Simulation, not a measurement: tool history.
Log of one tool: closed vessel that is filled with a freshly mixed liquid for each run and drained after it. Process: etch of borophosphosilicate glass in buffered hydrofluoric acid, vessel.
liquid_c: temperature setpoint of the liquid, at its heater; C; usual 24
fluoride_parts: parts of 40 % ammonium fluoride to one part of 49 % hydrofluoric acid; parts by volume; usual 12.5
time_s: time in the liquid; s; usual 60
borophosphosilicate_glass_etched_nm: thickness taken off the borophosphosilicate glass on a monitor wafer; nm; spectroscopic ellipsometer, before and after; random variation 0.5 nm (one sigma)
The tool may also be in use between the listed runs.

run,hour,liquid_c,fluoride_parts,time_s,"read-back film thickness of the borophosphosilicate glass reference wafer, read on the same gauge (nm)",borophosphosilicate_glass_etched_nm
1,0,28,12.5,60,60.05,172.88
2,13.2,28,12.5,60,59.97,172.83
3,48.5,26.5,12.5,60,60.02,159.85
4,65.9,26.5,12.5,60,60.03,159.47
5,98.2,26.5,12.5,60,60.04,160.9
6,125.5,24,12.5,75,60.07,175.16
7,151.3,24,12.5,60,60.01,140.93
# hour 186.1: hydrofluoric acid flow meter replaced
8,203.1,21,12.5,60,59.99,120.03
9,223.6,24,12.5,60,60.01,142.26
# hour 258.5: thermometer replaced
10,277.5,24,12.5,60,60.01,130.36
11,291.5,24,12.5,60,60,130.56
12,304.2,26.5,17,85,59.99,156.38
13,336.7,29,12.5,60,60,171.97
14,362.9,24,12.5,60,59.95,130.54
15,376.7,24,10.5,75,60.04,194.59
16,395.1,25.5,17,80,60,141.05
# hour 413.2: gauge calibrated
17,426.5,21,12.5,60,59.95,111.69
18,450.7,24,12.5,60,60,132.11
19,463.6,24,9,35,60.04,102.85
20,497.7,24,15,85,59.98,155.59
21,516.3,22,11,60,59.99,135.02
22,528.6,28.5,12.5,90,59.99,250.39
23,553.4,24,9,35,60.04,103.33
# hour 564.7: hydrofluoric acid flow meter replaced
24,586.9,24,12.5,60,59.98,131.67
25,620.6,22.5,12.5,60,60,123.14
26,647.4,26.5,12.5,50,59.99,127.58
27,678.7,24,9,60,59.97,178.16
28,708,22,12.5,60,60,119.39
29,721.9,20.5,15,60,60.01,91.28
30,745.1,28,10.5,60,60.01,195.31

Run 31 comes next. What will it give?
31,767.4,24,12.5,60,?,?

{"run 31": {"read-back film thickness of the borophosphosilicate glass reference wafer, read on the same gauge (nm)": 60, "borophosphosilicate_glass_etched_nm": 133.31}}
Without the tool's hidden state the same run would have given borophosphosilicate_glass_etched_nm 127.82 nm.
